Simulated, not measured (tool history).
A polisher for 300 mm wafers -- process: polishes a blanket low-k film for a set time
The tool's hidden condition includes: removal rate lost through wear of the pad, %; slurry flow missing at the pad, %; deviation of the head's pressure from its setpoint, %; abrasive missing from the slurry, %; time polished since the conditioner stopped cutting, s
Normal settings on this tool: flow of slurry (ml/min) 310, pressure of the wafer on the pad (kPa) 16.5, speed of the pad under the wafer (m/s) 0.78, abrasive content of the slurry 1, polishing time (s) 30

run   hour  flow of slurry (ml/min)  pressure of the wafer on the pad (kPa)  speed of the pad under the wafer (m/s)  abrasive content of the slurry  polishing time (s)  wafers since the last listed run  wafers polished on this pad  hours since the slurry nozzle was cleaned  hours since the head pressure was calibrated  hours since the slurry blender was calibrated  hours since the conditioning disc was replaced  incoming thickness of the incoming film, nm  film removed (Å)
  1      0                      310                                    16.5                                    0.78                               1                  30                                 0                          132                                      340.3                                         689.1                                           36.9                                            27.9                                        777.8               143
  2   26.6                      310                                    16.5                                    0.78                               1                  30                               408                          540                                      366.9                                         715.7                                           63.5                                            54.5                                        770.6               144
  3     51                      310                                    16.5                                    0.78                               1                  30                               374                          915                                      391.3                                         740.1                                           87.9                                            78.9                                          772               143
      60.6  -- worn pad replaced by a new one
  4   69.1                      310                                    16.5                                    0.78                               1                  30                               216                          130                                      409.4                                         758.2                                            106                                              97                                        770.2               143
  5   86.5                      310                                    16.5                                    0.78                               1                  30                               267                          397                                      426.8                                         775.6                                          123.4                                           114.4                                        762.1               146
        96  -- conditioning disc replaced and pad reconditioned
     119.7  -- worn pad replaced by a new one
  6  120.2                      310                                    16.5                                    0.78                               1                  30                               425                            8                                      460.5                                         809.3                                          157.1                                            24.2                                        757.8               144
     131.3  -- slurry blender recalibrated
  7  135.1                      310                                    18.6                                    0.78                               1                  30                               198                          206                                      475.4                                         824.2                                            3.8                                            39.1                                        768.2               162
     140.9  -- slurry nozzle cleaned
  8    151                      310                                    16.5                                    0.78                               1                  30                               228                          435                                       10.1                                         840.1                                           19.7                                              55                                        767.9               144
     176.5  -- worn pad replaced by a new one
  9  181.9                      365                                    16.5                                    1.06                               1                  30                               413                           82                                         41                                           871                                           50.6                                            85.9                                        771.1               187
 10  196.4                      310                                    12.4                                     0.6                             0.9                  30                               222                          305                                       55.5                                         885.5                                           65.1                                           100.4                                        767.6                84
     222.2  -- conditioning disc replaced and pad reconditioned
 11  226.4                      310                                    12.4                                     0.6                             0.9                  30                               430                          735                                       85.5                                         915.5                                           95.1                                             4.2                                        774.9                83
     239.7  -- worn pad replaced by a new one
     246.9  -- head pressure recalibrated
 12  258.1                      310                                    16.5                                    0.78                               1                  30                               394                          252                                      117.2                                          11.2                                          126.8                                            35.9                                          773               143
 13  272.9                      390                                    16.5                                    0.96                            1.25                  36                               227                          479                                        132                                            26                                          141.6                                            50.7                                        772.6               227
     277.1  -- slurry blender recalibrated
 14  291.7                      340                                    16.5                                    0.78                            0.75                  30                               258                          737                                      150.8                                          44.8                                           14.6                                            69.5                                          770               128
     299.7  -- worn pad replaced by a new one
 15  310.5                      400                                    16.5                                    0.78                               1                  30                               227                          166                                      169.6                                          63.6                                           33.4                                            88.3                                        775.1               146

For each entry between runs, how does the tool's hidden state at the last listed run before it compare with that at the first listed run after it?
Runs 3 to 4: worn pad replaced by a new one (hour 60.6)
  both runs share identical hidden conditions
Runs 5 to 6: conditioning disc replaced and pad reconditioned (hour 96); worn pad replaced by a new one (hour 119.7)
  both runs share identical hidden conditions
Runs 6 to 7: slurry blender recalibrated (hour 131.3)
  both runs share identical hidden conditions
Runs 7 to 8: slurry nozzle cleaned (hour 140.9)
  both runs share identical hidden conditions
Runs 8 to 9: worn pad replaced by a new one (hour 176.5)
  both runs share identical hidden conditions
Runs 10 to 11: conditioning disc replaced and pad reconditioned (hour 222.2)
  both runs share identical hidden conditions
Runs 11 to 12: worn pad replaced by a new one (hour 239.7); head pressure recalibrated (hour 246.9)
  both runs share identical hidden conditions
Runs 13 to 14: slurry blender recalibrated (hour 277.1)
  both runs share identical hidden conditions
Runs 14 to 15: worn pad replaced by a new one (hour 299.7)
  both runs share identical hidden conditions
